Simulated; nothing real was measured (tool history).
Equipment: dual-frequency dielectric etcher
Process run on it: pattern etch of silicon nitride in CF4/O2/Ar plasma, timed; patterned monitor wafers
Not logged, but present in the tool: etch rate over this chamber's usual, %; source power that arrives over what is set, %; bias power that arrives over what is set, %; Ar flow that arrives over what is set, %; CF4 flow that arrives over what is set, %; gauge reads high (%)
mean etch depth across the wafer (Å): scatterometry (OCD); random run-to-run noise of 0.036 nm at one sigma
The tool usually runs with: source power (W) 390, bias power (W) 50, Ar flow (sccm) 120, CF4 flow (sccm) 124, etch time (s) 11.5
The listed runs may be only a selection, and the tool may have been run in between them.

run     day  source power (W)  bias power (W)  Ar flow (sccm)  CF4 flow (sccm)  etch time (s)  wafers since the last listed run  hours since the last wet clean  hours since the last source power generator calibration  hours since the last bias power generator calibration  hours since the last Ar flow controller change  hours since the last CF4 flow controller change  hours since the last upper electrode change  hours since the gauge calibration  read-back reference wafer on the same gauge, depth_nm  mean etch depth across the wafer (Å)
  1   0.000               390              42             120              114           11.5                                 0                           193.0                                                   3859.8                                                 2510.6                                          1952.6                                           3693.8                                       4575.4                              552.6                                                  20.40                                 157.8
      0.975  -- gauge calibrated
  2   2.229               390              42             120              114           11.5                               717                           246.5                                                   3913.3                                                 2564.1                                          2006.1                                           3747.3                                       4628.9                               30.1                                                  20.40                                 157.2
  3   4.996               390              42             120              114           11.5                               891                           312.9                                                   3979.7                                                 2630.5                                          2072.5                                           3813.7                                       4695.3                               96.5                                                  20.40                                 157.2
  4   6.296               390              50             120              124           11.5                               418                           344.1                                                   4010.9                                                 2661.7                                          2103.7                                           3844.9                                       4726.5                              127.7                                                  20.40                                 169.6
  5   8.596               390              50             120              124           11.5                               740                           399.3                                                   4066.1                                                 2716.9                                          2158.9                                           3900.1                                       4781.7                              182.9                                                  20.41                                 169.5
     12.067  -- wet clean of the chamber
  6  12.088               390              50             120              124           11.5                               802                             0.5                                                   4149.9                                                 2800.7                                          2242.7                                           3983.9                                       4865.5                              266.7                                                  20.41                                 172.4
  7  14.212               390              50             120              124           11.5                               684                            51.5                                                   4200.9                                                 2851.7                                          2293.7                                           4034.9                                       4916.5                              317.7                                                  20.39                                 172.2
     16.529  -- Ar flow controller replaced
  8  16.550               390              50             120              124           10.5                               672                           107.6                                                   4257.0                                                 2907.8                                             0.5                                           4091.0                                       4972.6                              373.8                                                  20.39                                 155.8
     17.088  -- bias power generator calibrated
     17.300  -- source power generator calibrated
     17.783  -- upper electrode replaced
  9  17.804               390              59             120              107           11.5                               141                           137.7                                                     12.1                                                   17.2                                            30.6                                           4121.1                                          0.5                              403.9                                                  20.40                                 189.5
 10  19.633               390              50             138              124            9.0                               589                           181.6                                                     56.0                                                   61.1                                            74.5                                           4165.0                                         44.4                              447.8                                                  20.40                                 137.2
 11  20.879               340              42             120              142           13.0                               401                           211.5                                                     85.9                                                   91.0                                           104.4                                           4194.9                                         74.3                              477.7                                                  20.40                                 164.1
     22.471  -- gauge calibrated
     22.646  -- CF4 flow controller replaced
 12  22.867               390              42             120              114           11.5                               559                           259.2                                                    133.6                                                  138.7                                           152.1                                              5.3                                        122.0                                9.5                                                  20.40                                 164.5
 13  24.167               390              50              96              114           13.0                               418                           290.4                                                    164.8                                                  169.9                                           183.3                                             36.5                                        153.2                               40.7                                                  20.39                                 204.3
 14  26.079               360              50             120              106           11.5                               615                           336.3                                                    210.7                                                  215.8                                           229.2                                             82.4                                        199.1                               86.6                                                  20.41                                 160.4
 15  28.783               390              50             120              109           11.5                               870                           401.2                                                    275.6                                                  280.7                                           294.1                                            147.3                                        264.0                              151.5                                                  20.40                                 175.0
 16  29.912               390              50             120              124           11.5                               363                           428.3                                                    302.7                                                  307.8                                           321.2                                            174.4                                        291.1                              178.6                                                  20.40                                 175.9
     31.542  -- wet clean of the chamber
 17  32.642               390              50             120              104           14.5                               556                            26.4                                                    368.2                                                  373.3                                           386.7                                            239.9                                        356.6                              244.1                                                  20.41                                 222.7

3 options for the next run, each taken on its own from the tool as it stands now. Forecast them:
  A  32.658               430              50             120              124           11.5                                 5                            26.8                                                    368.6                                                  373.7                                           387.1                                            240.3                                        357.0                              244.5                                                      ?                                     ?
  B  32.658               390              50             111              124            9.5                                 5                            26.8                                                    368.6                                                  373.7                                           387.1                                            240.3                                        357.0                              244.5                                                      ?                                     ?
  C  32.658               360              46             120              100           14.5                                 5                            26.8                                                    368.6                                                  373.7                                           387.1                                            240.3                                        357.0                              244.5                                                      ?                                     ?

run  read-back reference wafer on the same gauge, depth_nm  mean etch depth across the wafer (Å)
  A                                                  20.39                                 198.1
  B                                                  20.39                                 148.9
  C                                                  20.39                                 196.3
With the hidden condition removed and each run's random variation left untouched, the same runs would have given:
run  mean etch depth across the wafer (Å)
  A                                 200.9
  B                                 151.0
  C                                 199.0
